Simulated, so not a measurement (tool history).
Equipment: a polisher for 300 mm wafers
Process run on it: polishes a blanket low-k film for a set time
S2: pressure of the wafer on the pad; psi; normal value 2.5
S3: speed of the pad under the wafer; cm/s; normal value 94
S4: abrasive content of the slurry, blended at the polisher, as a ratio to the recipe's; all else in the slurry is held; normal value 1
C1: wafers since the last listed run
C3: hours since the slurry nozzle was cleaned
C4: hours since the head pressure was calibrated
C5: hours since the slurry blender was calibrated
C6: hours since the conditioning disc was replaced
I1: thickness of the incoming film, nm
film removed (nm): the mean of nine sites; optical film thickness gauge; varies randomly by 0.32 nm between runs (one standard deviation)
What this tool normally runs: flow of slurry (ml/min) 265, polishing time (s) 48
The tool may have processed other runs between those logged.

run 1 hour=0 | flow_of_slurry_(ml/min)=265 S2=2.5 S3=94 S4=0.9 polishing_time_(s)=48 | C1=0 wafers_polished_on_this_pad=2279 C3=311.9 C4=106.4 C5=160.2 C6=218 | I1=379 | film_removed_(nm)=19.4
-- hour=27.6 worn pad replaced by a new one
-- hour=40.2 slurry nozzle cleaned
run 2 hour=50.1 | flow_of_slurry_(ml/min)=265 S2=1.9 S3=94 S4=1 polishing_time_(s)=48 | C1=555 wafers_polished_on_this_pad=265 C3=9.9 C4=156.5 C5=210.3 C6=268.1 | I1=378.3 | film_removed_(nm)=14.4
run 3 hour=77.8 | flow_of_slurry_(ml/min)=265 S2=2.5 S3=94 S4=1.1 polishing_time_(s)=48 | C1=341 wafers_polished_on_this_pad=606 C3=37.6 C4=184.2 C5=238 C6=295.8 | I1=380.6 | film_removed_(nm)=19.9
-- hour=82.9 conditioning disc replaced and pad reconditioned
-- hour=91.8 slurry blender recalibrated
run 4 hour=109.9 | flow_of_slurry_(ml/min)=265 S2=2.5 S3=94 S4=1 polishing_time_(s)=48 | C1=345 wafers_polished_on_this_pad=952 C3=69.7 C4=216.3 C5=18.1 C6=27 | I1=379.1 | film_removed_(nm)=22
run 5 hour=153.1 | flow_of_slurry_(ml/min)=225 S2=2.5 S3=94 S4=1 polishing_time_(s)=48 | C1=531 wafers_polished_on_this_pad=1484 C3=112.9 C4=259.5 C5=61.3 C6=70.2 | I1=378.9 | film_removed_(nm)=21.7
run 6 hour=206.3 | flow_of_slurry_(ml/min)=225 S2=2.5 S3=94 S4=1 polishing_time_(s)=48 | C1=654 wafers_polished_on_this_pad=2138 C3=166.1 C4=312.7 C5=114.5 C6=123.4 | I1=387.1 | film_removed_(nm)=20.8
run 7 hour=247.8 | flow_of_slurry_(ml/min)=225 S2=2.5 S3=94 S4=0.75 polishing_time_(s)=48 | C1=510 wafers_polished_on_this_pad=2649 C3=207.6 C4=354.2 C5=156 C6=164.9 | I1=385.1 | film_removed_(nm)=17.6
-- hour=254.3 worn pad replaced by a new one, of another model than before
-- hour=347.1 slurry blender recalibrated
run 8 hour=388.3 | flow_of_slurry_(ml/min)=225 S2=2.5 S3=94 S4=0.75 polishing_time_(s)=48 | C1=1655 wafers_polished_on_this_pad=1625 C3=348.1 C4=494.7 C5=41.2 C6=305.4 | I1=385.2 | film_removed_(nm)=17.7
-- hour=393.9 conditioning disc replaced and pad reconditioned
-- hour=407.6 slurry nozzle cleaned
run 9 hour=425.8 | flow_of_slurry_(ml/min)=265 S2=2.5 S3=94 S4=1 polishing_time_(s)=48 | C1=424 wafers_polished_on_this_pad=2049 C3=18.2 C4=532.2 C5=78.7 C6=31.9 | I1=382.7 | film_removed_(nm)=21.3
-- hour=484.1 worn pad replaced by a new one
run 10 hour=484.6 | flow_of_slurry_(ml/min)=265 S2=2.5 S3=94 S4=1 polishing_time_(s)=48 | C1=674 wafers_polished_on_this_pad=6 C3=77 C4=591 C5=137.5 C6=90.7 | I1=381.7 | film_removed_(nm)=20.8
run 11 hour=545.8 | flow_of_slurry_(ml/min)=265 S2=2.5 S3=94 S4=1 polishing_time_(s)=48 | C1=753 wafers_polished_on_this_pad=759 C3=138.2 C4=652.2 C5=198.7 C6=151.9 | I1=378.9 | film_removed_(nm)=19.4
run 12 hour=589.9 | flow_of_slurry_(ml/min)=265 S2=2.5 S3=94 S4=1 polishing_time_(s)=62 | C1=542 wafers_polished_on_this_pad=1302 C3=182.3 C4=696.3 C5=242.8 C6=196 | I1=386.6 | film_removed_(nm)=23.7
-- hour=627.5 slurry blender recalibrated
run 13 hour=630.2 | flow_of_slurry_(ml/min)=265 S2=2.5 S3=94 S4=1 polishing_time_(s)=48 | C1=471 wafers_polished_on_this_pad=1773 C3=222.6 C4=736.6 C5=2.7 C6=236.3 | I1=378.9 | film_removed_(nm)=21.7
-- hour=701 worn pad replaced by a new one
-- hour=729.3 conditioning disc replaced and pad reconditioned
-- hour=760.6 head pressure recalibrated
run 14 hour=778.6 | flow_of_slurry_(ml/min)=180 S2=2 S3=94 S4=0.75 polishing_time_(s)=48 | C1=1728 wafers_polished_on_this_pad=906 C3=371 C4=18 C5=151.1 C6=49.3 | I1=379.4 | film_removed_(nm)=14.6
-- hour=812.5 slurry nozzle cleaned
run 15 hour=823.7 | flow_of_slurry_(ml/min)=265 S2=2.5 S3=94 S4=1 polishing_time_(s)=48 | C1=542 wafers_polished_on_this_pad=1449 C3=11.2 C4=63.1 C5=196.2 C6=94.4 | I1=379.1 | film_removed_(nm)=19.5
run 16 hour=868.4 | flow_of_slurry_(ml/min)=290 S2=3.2 S3=94 S4=0.8 polishing_time_(s)=54 | C1=550 wafers_polished_on_this_pad=1999 C3=55.9 C4=107.8 C5=240.9 C6=139.1 | I1=379.1 | film_removed_(nm)=21.2
run 17 hour=902.2 | flow_of_slurry_(ml/min)=265 S2=2.5 S3=94 S4=1 polishing_time_(s)=41 | C1=416 wafers_polished_on_this_pad=2415 C3=89.7 C4=141.6 C5=274.7 C6=172.9 | I1=373 | film_removed_(nm)=14.5
-- hour=907.8 slurry blender recalibrated
-- hour=931.4 worn pad replaced by a new one
run 18 hour=952.6 | flow_of_slurry_(ml/min)=265 S2=2 S3=94 S4=1.25 polishing_time_(s)=48 | C1=546 wafers_polished_on_this_pad=260 C3=140.1 C4=192 C5=44.8 C6=223.3 | I1=386.1 | film_removed_(nm)=20.5
run 19 hour=1005.7 | flow_of_slurry_(ml/min)=290 S2=3.2 S3=94 S4=0.8 polishing_time_(s)=54 | C1=653 wafers_polished_on_this_pad=914 C3=193.2 C4=245.1 C5=97.9 C6=276.4 | I1=378.7 | film_removed_(nm)=25.3
-- hour=1031.5 conditioning disc replaced and pad reconditioned
run 20 hour=1069 | flow_of_slurry_(ml/min)=225 S2=2.5 S3=78 S4=1 polishing_time_(s)=48 | C1=754 wafers_polished_on_this_pad=1669 C3=256.5 C4=308.4 C5=161.2 C6=37.5 | I1=381.8 | film_removed_(nm)=18
-- hour=1126.2 slurry nozzle cleaned
run 21 hour=1136 | flow_of_slurry_(ml/min)=265 S2=2.5 S3=94 S4=1.25 polishing_time_(s)=48 | C1=812 wafers_polished_on_this_pad=2481 C3=9.8 C4=375.4 C5=228.2 C6=104.5 | I1=380.2 | film_removed_(nm)=21.3
-- hour=1152.6 worn pad replaced by a new one
-- hour=1190.5 slurry blender recalibrated
run 22 hour=1203 | flow_of_slurry_(ml/min)=265 S2=2.9 S3=94 S4=1 polishing_time_(s)=48 | C1=750 wafers_polished_on_this_pad=595 C3=76.8 C4=442.4 C5=12.5 C6=171.5 | I1=381.3 | film_removed_(nm)=24
run 23 hour=1248.3 | flow_of_slurry_(ml/min)=180 S2=2.1 S3=94 S4=1.2 polishing_time_(s)=34 | C1=557 wafers_polished_on_this_pad=1153 C3=122.1 C4=487.7 C5=57.8 C6=216.8 | I1=376.4 | film_removed_(nm)=13.7

Pick out some run-to-run changes in film removed (nm). Of each, how much would a tool without hidden state show as well, from the settings, what came in and chance, and how much is left for the hidden state and any gauge scatter not in both results compared?
Hidden state at play: removal rate lost through wear of the pad, %; slurry flow missing at the pad, %; deviation of the head's pressure from its setpoint, %; abrasive missing from the slurry, %; time polished since the conditioner stopped cutting, s.
Run 12 -> 13: polishing time (s) 62 -> 48, slurry blender recalibrated. film removed (nm) -2: hidden state +4.7, all else -6.7.
Run 17 -> 18: S2 2.5 -> 2, S4 1 -> 1.25, polishing time (s) 41 -> 48, slurry blender recalibrated, worn pad replaced by a new one. film removed (nm) +6: hidden state +3.9, all else +2.1.
Run 19 -> 20: flow of slurry (ml/min) 290 -> 225, S2 3.2 -> 2.5, S3 94 -> 78, S4 0.8 -> 1, polishing time (s) 54 -> 48, conditioning disc replaced and pad reconditioned. film removed (nm) -7.3: hidden state -0.4, all else -6.9.
Run 22 -> 23: flow of slurry (ml/min) 265 -> 180, S2 2.9 -> 2.1, S4 1 -> 1.2, polishing time (s) 48 -> 34. film removed (nm) -10.3: hidden state +0, all else -10.3.

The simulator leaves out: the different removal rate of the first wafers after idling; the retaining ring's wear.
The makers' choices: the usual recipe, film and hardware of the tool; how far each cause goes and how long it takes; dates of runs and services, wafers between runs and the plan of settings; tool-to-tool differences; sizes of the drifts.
